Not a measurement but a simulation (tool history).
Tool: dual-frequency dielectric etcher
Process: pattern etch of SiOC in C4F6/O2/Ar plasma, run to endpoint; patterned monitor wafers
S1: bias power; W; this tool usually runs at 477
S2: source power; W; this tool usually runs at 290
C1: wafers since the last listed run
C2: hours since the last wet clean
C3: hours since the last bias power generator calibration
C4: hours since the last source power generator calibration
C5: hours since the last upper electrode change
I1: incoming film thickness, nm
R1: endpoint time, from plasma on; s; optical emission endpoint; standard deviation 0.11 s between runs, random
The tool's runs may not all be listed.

run,day,S1,S2,C1,C2,C3,C4,C5,I1,R1
1,0,477,290,0,381.1,893.7,3584.8,3580.3,34.84,13.3
2,1.8,477,290,826,424.3,936.9,3628,3623.5,34.39,13.1
3,2.867,477,290,489,449.9,962.5,3653.6,3649.1,35.37,13.4
# day 5.483: wet clean of the chamber
4,5.867,477,290,917,9.2,1034.5,3725.6,3721.1,34.73,12.5
5,8.05,477,290,1002,61.6,1086.9,3778,3773.5,34.83,12.8
6,9.775,477,290,791,103,1128.3,3819.4,3814.9,34.86,13
7,10.954,477,290,541,131.3,1156.6,3847.7,3843.2,34.9,13.1
8,13.796,477,290,1304,199.5,1224.8,3915.9,3911.4,34.94,13
9,16.175,477,290,1091,256.6,1281.9,3973,3968.5,34.91,13
10,17.204,477,330,472,281.3,1306.6,3997.7,3993.2,34.81,12.7
11,18.45,477,290,571,311.2,1336.5,4027.6,4023.1,35.42,13.3
12,20.554,477,290,965,361.7,1387,4078.1,4073.6,34.89,13
# day 21.929: wet clean of the chamber
13,21.95,369,260,181,0.5,1420.5,4111.6,4107.1,34.83,14.1
# day 22.408: bias power generator calibrated
14,24.183,477,240,948,54.1,42.6,4165.2,4160.7,34.86,13.3
# day 25.204: upper electrode replaced
15,25.929,386,290,342,96,84.5,4207.1,17.4,34.54,13.5
16,28.867,544,330,1348,166.5,155,4277.6,87.9,34.77,12.1
17,31.842,396,230,1365,237.9,226.4,4349,159.3,34.82,14.6
18,33.442,399,240,734,276.3,264.8,4387.4,197.7,35.13,14.5
# day 33.838: source power generator calibrated
19,35.596,590,340,912,328,316.5,42.2,249.4,35.06,12
# day 42.946: wet clean of the chamber
20,43.838,477,290,3323,21.4,514.3,240,447.2,35.05,12.8
21,45.575,447,320,797,63.1,556,281.7,488.9,35.31,13
22,47.567,577,290,914,110.9,603.8,329.5,536.7,34.59,11.9

Consider 3 possible next runs. They are alternatives, not a sequence: every one starts from the tool as it was left by run 22. What does each give?
A,47.583,380,290,7,111.3,604.2,329.9,537.1,34.91,?
B,47.583,399,340,7,111.3,604.2,329.9,537.1,34.91,?
C,47.583,477,250,7,111.3,604.2,329.9,537.1,34.91,?

run,R1
A,14
B,13.3
C,13.4
What these runs would have given with no unlogged condition in the tool:
run,R1
A,13.9
B,13.2
C,13.3
